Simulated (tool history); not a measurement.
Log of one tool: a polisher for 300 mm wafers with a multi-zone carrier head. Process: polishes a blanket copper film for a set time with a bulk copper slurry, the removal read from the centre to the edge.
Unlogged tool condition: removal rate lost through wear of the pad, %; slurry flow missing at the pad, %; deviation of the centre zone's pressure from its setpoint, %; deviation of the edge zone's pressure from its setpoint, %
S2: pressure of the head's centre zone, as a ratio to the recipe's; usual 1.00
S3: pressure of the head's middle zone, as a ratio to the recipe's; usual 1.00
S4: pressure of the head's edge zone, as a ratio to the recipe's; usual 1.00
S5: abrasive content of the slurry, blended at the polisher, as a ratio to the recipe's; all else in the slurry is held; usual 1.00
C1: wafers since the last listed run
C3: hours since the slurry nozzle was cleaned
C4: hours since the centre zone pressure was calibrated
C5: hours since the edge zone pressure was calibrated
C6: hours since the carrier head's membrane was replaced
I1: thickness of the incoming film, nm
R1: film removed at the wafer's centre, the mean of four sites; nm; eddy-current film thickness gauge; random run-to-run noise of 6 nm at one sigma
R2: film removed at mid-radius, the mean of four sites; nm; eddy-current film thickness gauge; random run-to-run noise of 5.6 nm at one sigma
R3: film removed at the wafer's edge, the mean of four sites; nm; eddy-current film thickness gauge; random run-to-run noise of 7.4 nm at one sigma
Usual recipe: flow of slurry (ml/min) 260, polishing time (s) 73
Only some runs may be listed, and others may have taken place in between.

Run 1, hour 0.0: usual settings; C1 0; wafers polished on this pad 322; C3 432.1; C4 83.4; C5 1060.1; C6 1597.8; I1 4612.6. Result: R1 467.3 nm, R2 472.5 nm, R3 486.4 nm.
Run 2, hour 33.6: usual settings; C1 317; wafers polished on this pad 640; C3 465.7; C4 117.0; C5 1093.7; C6 1631.4; I1 4717.5. Result: R1 461.8 nm, R2 459.1 nm, R3 477.9 nm.
Run 3, hour 62.6: usual settings but S2 0.93, S4 0.96; C1 274; wafers polished on this pad 915; C3 494.7; C4 146.0; C5 1122.7; C6 1660.4; I1 4632.0. Result: R1 414.0 nm, R2 459.5 nm, R3 465.3 nm.
Run 4, hour 91.0: usual settings; C1 268; wafers polished on this pad 1183; C3 523.1; C4 174.4; C5 1151.1; C6 1688.8; I1 4639.0. Result: R1 439.7 nm, R2 454.8 nm, R3 458.1 nm.
At hour 98.0: edge zone pressure recalibrated.
Run 5, hour 120.6: usual settings but polishing time (s) 61; C1 261; wafers polished on this pad 1445; C3 552.7; C4 204.0; C5 22.6; C6 1718.4; I1 4545.1. Result: R1 357.9 nm, R2 378.7 nm, R3 374.6 nm.
Run 6, hour 141.3: usual settings but flow of slurry (ml/min) 315, S2 1.03, S3 1.07, S5 1.10; C1 195; wafers polished on this pad 1640; C3 573.4; C4 224.7; C5 43.3; C6 1739.1; I1 4599.9. Result: R1 467.0 nm, R2 497.0 nm, R3 480.4 nm.
At hour 168.0: worn pad replaced by a new one.
Run 7, hour 177.0: usual settings but flow of slurry (ml/min) 180, S5 0.90, polishing time (s) 93; C1 299; wafers polished on this pad 85; C3 609.1; C4 260.4; C5 79.0; C6 1774.8; I1 4612.9. Result: R1 541.7 nm, R2 576.5 nm, R3 591.6 nm.
At hour 191.6: slurry nozzle cleaned.
At hour 199.1: carrier head's membrane replaced by a new one.
Run 8, hour 202.8: usual settings but S3 0.91, S4 0.97; C1 187; wafers polished on this pad 272; C3 11.2; C4 286.2; C5 104.8; C6 3.7; I1 4658.7. Result: R1 449.2 nm, R2 439.0 nm, R3 468.8 nm.
Run 9, hour 217.8: usual settings but S4 1.06, polishing time (s) 81; C1 141; wafers polished on this pad 414; C3 26.2; C4 301.2; C5 119.8; C6 18.7; I1 4599.3. Result: R1 508.1 nm, R2 521.6 nm, R3 551.9 nm.
Run 10, hour 239.8: usual settings but S2 0.89, S4 0.97; C1 208; wafers polished on this pad 622; C3 48.2; C4 323.2; C5 141.8; C6 40.7; I1 4635.6. Result: R1 389.7 nm, R2 467.7 nm, R3 476.0 nm.
Run 11, hour 278.4: usual settings but S2 0.92, S5 0.90, polishing time (s) 57; C1 365; wafers polished on this pad 987; C3 86.8; C4 361.8; C5 180.4; C6 79.3; I1 4595.3. Result: R1 306.7 nm, R2 347.6 nm, R3 360.1 nm.
Run 12, hour 303.1: usual settings; C1 233; wafers polished on this pad 1221; C3 111.5; C4 386.5; C5 205.1; C6 104.0; I1 4599.0. Result: R1 428.3 nm, R2 451.0 nm, R3 463.3 nm.
Run 13, hour 336.9: usual settings; C1 319; wafers polished on this pad 1541; C3 145.3; C4 420.3; C5 238.9; C6 137.8; I1 4616.8. Result: R1 431.0 nm, R2 444.7 nm, R3 456.3 nm.
Run 14, hour 348.9: usual settings but S2 1.09, S3 0.94, polishing time (s) 63; C1 113; wafers polished on this pad 1654; C3 157.3; C4 432.3; C5 250.9; C6 149.8; I1 4661.2. Result: R1 410.3 nm, R2 372.0 nm, R3 400.9 nm.
At hour 353.2: worn pad replaced by a new one.
Run 15, hour 365.3: usual settings but flow of slurry (ml/min) 305; C1 117; wafers polished on this pad 114; C3 173.7; C4 448.7; C5 267.3; C6 166.2; I1 4648.4. Result: R1 471.7 nm, R2 491.0 nm, R3 506.2 nm.
Run 16, hour 411.9: usual settings; C1 440; wafers polished on this pad 555; C3 220.3; C4 495.3; C5 313.9; C6 212.8; I1 4525.5. Result: R1 433.4 nm, R2 470.8 nm, R3 483.6 nm.
Run 17, hour 446.8: usual settings; C1 330; wafers polished on this pad 885; C3 255.2; C4 530.2; C5 348.8; C6 247.7; I1 4598.5. Result: R1 438.0 nm, R2 459.0 nm, R3 482.7 nm.
Run 18, hour 470.9: usual settings but polishing time (s) 48; C1 228; wafers polished on this pad 1113; C3 279.3; C4 554.3; C5 372.9; C6 271.8; I1 4567.8. Result: R1 286.0 nm, R2 300.1 nm, R3 315.3 nm.
Run 19, hour 560.0: usual settings but S5 0.85; C1 843; wafers polished on this pad 1956; C3 368.4; C4 643.4; C5 462.0; C6 360.9; I1 4594.8. Result: R1 397.5 nm, R2 428.7 nm, R3 435.0 nm.
At hour 581.3: worn pad replaced by a new one.
Run 20, hour 595.3: usual settings but S4 0.94; C1 296; wafers polished on this pad 132; C3 403.7; C4 678.7; C5 497.3; C6 396.2; I1 4570.1. Result: R1 455.1 nm, R2 484.1 nm, R3 497.1 nm.

Hidden state, per run?
slurry flow missing at the pad, %: 0 at every run
deviation of the edge zone's pressure from its setpoint, %: 0 at every run
H1: removal rate lost through wear of the pad, %
H2: deviation of the centre zone's pressure from its setpoint, %
run    H1     H2
  1   4.6  -1.41
  2  6.74  -1.91
  3  7.93   -2.3
  4   8.7  -2.63
  5  9.23  -2.95
  6  9.49  -3.15
  7  1.29  -3.45
  8  3.77  -3.65
  9  4.84  -3.76
 10  6.06  -3.91
 11  7.45  -4.13
 12  8.02  -4.26
 13  8.53  -4.42
 14  8.66  -4.47
 15  2.03  -4.54
 16  5.78  -4.71
 17  7.33  -4.82
 18  8.04  -4.89
 19  9.28  -5.09
 20     2  -5.15
